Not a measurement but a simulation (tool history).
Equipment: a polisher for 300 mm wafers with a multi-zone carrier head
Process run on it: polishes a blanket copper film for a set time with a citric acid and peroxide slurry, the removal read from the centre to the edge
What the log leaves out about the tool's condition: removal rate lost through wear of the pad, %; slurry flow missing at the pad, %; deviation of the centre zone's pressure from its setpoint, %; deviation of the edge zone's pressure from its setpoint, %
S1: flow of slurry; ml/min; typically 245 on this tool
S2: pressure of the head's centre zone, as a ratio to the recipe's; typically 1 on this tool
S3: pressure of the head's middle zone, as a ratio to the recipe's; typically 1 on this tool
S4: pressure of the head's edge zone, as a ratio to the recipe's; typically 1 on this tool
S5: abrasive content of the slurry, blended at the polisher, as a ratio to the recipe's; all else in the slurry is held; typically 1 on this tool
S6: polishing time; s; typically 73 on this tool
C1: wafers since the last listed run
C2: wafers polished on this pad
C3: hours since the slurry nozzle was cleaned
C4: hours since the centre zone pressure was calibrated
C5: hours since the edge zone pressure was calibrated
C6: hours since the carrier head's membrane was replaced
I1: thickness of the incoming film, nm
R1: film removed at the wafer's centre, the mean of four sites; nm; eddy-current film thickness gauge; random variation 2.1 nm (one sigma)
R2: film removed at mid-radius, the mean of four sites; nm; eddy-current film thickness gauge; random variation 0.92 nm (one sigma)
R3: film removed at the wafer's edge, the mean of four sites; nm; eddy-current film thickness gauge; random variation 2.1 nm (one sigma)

{"run": 1, "day": 0.0, "S1": 245, "S2": 0.93, "S3": 1, "S4": 1, "S5": 1, "S6": 73, "C1": 0, "C2": 96, "C3": 705.4, "C4": 31.5, "C5": 1040.6, "C6": 1225.8, "I1": 1025.4, "R1": 131.6, "R2": 137.7, "R3": 143.4}
{"day": 0.254, "done": "edge zone pressure recalibrated"}
{"day": 0.408, "done": "slurry nozzle cleaned"}
{"run": 2, "day": 1.721, "S1": 245, "S2": 0.93, "S3": 1, "S4": 1, "S5": 1, "S6": 73, "C1": 354, "C2": 450, "C3": 31.5, "C4": 72.8, "C5": 35.2, "C6": 1267.1, "I1": 1041.5, "R1": 127.4, "R2": 136, "R3": 141.3}
{"run": 3, "day": 2.967, "S1": 285, "S2": 1, "S3": 1, "S4": 1, "S5": 1, "S6": 73, "C1": 276, "C2": 727, "C3": 61.4, "C4": 102.7, "C5": 65.1, "C6": 1297, "I1": 1049.1, "R1": 137, "R2": 134.4, "R3": 135.3}
{"run": 4, "day": 4.462, "S1": 285, "S2": 1, "S3": 1, "S4": 1, "S5": 1, "S6": 73, "C1": 332, "C2": 1060, "C3": 97.3, "C4": 138.6, "C5": 101, "C6": 1332.9, "I1": 1056.3, "R1": 133.7, "R2": 132.6, "R3": 133.7}
{"run": 5, "day": 5.442, "S1": 285, "S2": 1, "S3": 1, "S4": 1, "S5": 1, "S6": 73, "C1": 217, "C2": 1278, "C3": 120.8, "C4": 162.1, "C5": 124.5, "C6": 1356.4, "I1": 1039, "R1": 132.7, "R2": 130.6, "R3": 136.2}
{"day": 6.404, "done": "worn pad replaced by a new one"}
{"run": 6, "day": 6.733, "S1": 245, "S2": 0.96, "S3": 1, "S4": 1, "S5": 1.15, "S6": 73, "C1": 250, "C2": 73, "C3": 151.8, "C4": 193.1, "C5": 155.5, "C6": 1387.4, "I1": 1023.2, "R1": 139.1, "R2": 139.4, "R3": 141.1}
{"day": 7.975, "done": "carrier head's membrane replaced by a new one"}
{"run": 7, "day": 8.154, "S1": 245, "S2": 1, "S3": 1, "S4": 1, "S5": 1, "S6": 73, "C1": 269, "C2": 342, "C3": 185.9, "C4": 227.2, "C5": 189.6, "C6": 4.3, "I1": 1016.6, "R1": 135.3, "R2": 134.7, "R3": 139.4}
{"run": 8, "day": 9.304, "S1": 245, "S2": 1, "S3": 1, "S4": 0.93, "S5": 1, "S6": 73, "C1": 255, "C2": 598, "C3": 213.5, "C4": 254.8, "C5": 217.2, "C6": 31.9, "I1": 1036, "R1": 136.4, "R2": 131.9, "R3": 128.2}
{"run": 9, "day": 10.754, "S1": 245, "S2": 1, "S3": 1, "S4": 1, "S5": 1, "S6": 73, "C1": 322, "C2": 920, "C3": 248.3, "C4": 289.6, "C5": 252, "C6": 66.7, "I1": 1023.1, "R1": 132.7, "R2": 128.8, "R3": 132.6}
{"run": 10, "day": 11.9, "S1": 245, "S2": 1, "S3": 1.06, "S4": 1, "S5": 0.8, "S6": 73, "C1": 254, "C2": 1175, "C3": 275.8, "C4": 317.1, "C5": 279.5, "C6": 94.2, "I1": 1050.7, "R1": 125.3, "R2": 130.4, "R3": 125.6}
{"run": 11, "day": 12.996, "S1": 245, "S2": 1, "S3": 1, "S4": 1, "S5": 1, "S6": 73, "C1": 243, "C2": 1419, "C3": 302.1, "C4": 343.4, "C5": 305.8, "C6": 120.5, "I1": 1059.7, "R1": 130.1, "R2": 124.5, "R3": 129.3}
{"day": 14.392, "done": "worn pad replaced by a new one"}
{"run": 12, "day": 14.412, "S1": 245, "S2": 1, "S3": 1, "S4": 1, "S5": 1, "S6": 73, "C1": 277, "C2": 5, "C3": 336.1, "C4": 377.4, "C5": 339.8, "C6": 154.5, "I1": 1037.2, "R1": 142.6, "R2": 137.8, "R3": 140.1}
{"run": 13, "day": 15.517, "S1": 245, "S2": 1, "S3": 1.12, "S4": 1, "S5": 1.15, "S6": 73, "C1": 245, "C2": 250, "C3": 362.6, "C4": 403.9, "C5": 366.3, "C6": 181, "I1": 1032.1, "R1": 143.5, "R2": 153.2, "R3": 141.1}
{"run": 14, "day": 16.433, "S1": 175, "S2": 1, "S3": 1.05, "S4": 1, "S5": 1, "S6": 73, "C1": 203, "C2": 454, "C3": 384.6, "C4": 425.9, "C5": 388.3, "C6": 203, "I1": 1049.6, "R1": 130.4, "R2": 135.1, "R3": 128.5}
{"run": 15, "day": 16.971, "S1": 245, "S2": 0.91, "S3": 1.07, "S4": 1, "S5": 1, "S6": 95, "C1": 119, "C2": 573, "C3": 397.5, "C4": 438.8, "C5": 401.2, "C6": 215.9, "I1": 1037.3, "R1": 163.4, "R2": 184.9, "R3": 173.9}
{"run": 16, "day": 18.112, "S1": 245, "S2": 0.9, "S3": 1, "S4": 1, "S5": 1, "S6": 55, "C1": 253, "C2": 827, "C3": 424.9, "C4": 466.2, "C5": 428.6, "C6": 243.3, "I1": 1035.7, "R1": 93.3, "R2": 99.9, "R3": 99.4}
{"run": 17, "day": 19.204, "S1": 215, "S2": 0.89, "S3": 0.93, "S4": 1, "S5": 0.75, "S6": 73, "C1": 242, "C2": 1070, "C3": 451.1, "C4": 492.4, "C5": 454.8, "C6": 269.5, "I1": 1050.8, "R1": 115.4, "R2": 115, "R3": 128.2}
{"run": 18, "day": 20.146, "S1": 245, "S2": 1, "S3": 0.9, "S4": 1.06, "S5": 1, "S6": 73, "C1": 209, "C2": 1279, "C3": 473.7, "C4": 515, "C5": 477.4, "C6": 292.1, "I1": 1034.8, "R1": 135.9, "R2": 117.6, "R3": 133.1}
{"day": 20.421, "done": "centre zone pressure recalibrated"}
{"run": 19, "day": 20.742, "S1": 245, "S2": 1, "S3": 1, "S4": 1, "S5": 1, "S6": 73, "C1": 113, "C2": 1393, "C3": 488, "C4": 7.7, "C5": 491.7, "C6": 306.4, "I1": 1057.6, "R1": 130.2, "R2": 125.3, "R3": 131.1}
{"run": 20, "day": 21.325, "S1": 205, "S2": 1, "S3": 0.9, "S4": 1, "S5": 1, "S6": 73, "C1": 129, "C2": 1523, "C3": 502, "C4": 21.7, "C5": 505.7, "C6": 320.4, "I1": 1037.7, "R1": 126.5, "R2": 111.2, "R3": 126}
{"day": 22.146, "done": "worn pad replaced by a new one"}
{"run": 21, "day": 22.167, "S1": 245, "S2": 1.09, "S3": 1.09, "S4": 1, "S5": 1, "S6": 49, "C1": 150, "C2": 4, "C3": 522.2, "C4": 41.9, "C5": 525.9, "C6": 340.6, "I1": 1042.6, "R1": 101.9, "R2": 100.7, "R3": 92.6}
{"run": 22, "day": 22.85, "S1": 245, "S2": 1, "S3": 1, "S4": 1, "S5": 1, "S6": 55, "C1": 151, "C2": 156, "C3": 538.6, "C4": 58.3, "C5": 542.3, "C6": 357, "I1": 1042.3, "R1": 107.8, "R2": 104.3, "R3": 107.3}

Alternative continuations, all from the tool just after run 22; predict every row:
{"run": "A", "day": 22.871, "S1": 245, "S2": 1, "S3": 1, "S4": 1, "S5": 1, "S6": 61, "C1": 4, "C2": 161, "C3": 539.1, "C4": 58.8, "C5": 542.8, "C6": 357.5, "I1": 1033.7, "R1": "?", "R2": "?", "R3": "?"}
{"run": "B", "day": 22.871, "S1": 245, "S2": 1, "S3": 1, "S4": 1, "S5": 1, "S6": 66, "C1": 4, "C2": 161, "C3": 539.1, "C4": 58.8, "C5": 542.8, "C6": 357.5, "I1": 1033.7, "R1": "?", "R2": "?", "R3": "?"}
{"run": "C", "day": 22.871, "S1": 245, "S2": 1, "S3": 1, "S4": 1, "S5": 1, "S6": 48, "C1": 4, "C2": 161, "C3": 539.1, "C4": 58.8, "C5": 542.8, "C6": 357.5, "I1": 1033.7, "R1": "?", "R2": "?", "R3": "?"}

run=A R1=117.7 R2=114.2 R3=118.2
run=B R1=127.4 R2=123.6 R3=127.9
run=C R1=92.7 R2=89.9 R3=93
Without the tool's unlogged condition, the same runs would have read:
run=A R1=119.1 R2=115.6 R3=119.6
run=B R1=128.9 R2=125 R3=129.4
run=C R1=93.7 R2=90.9 R3=94.1
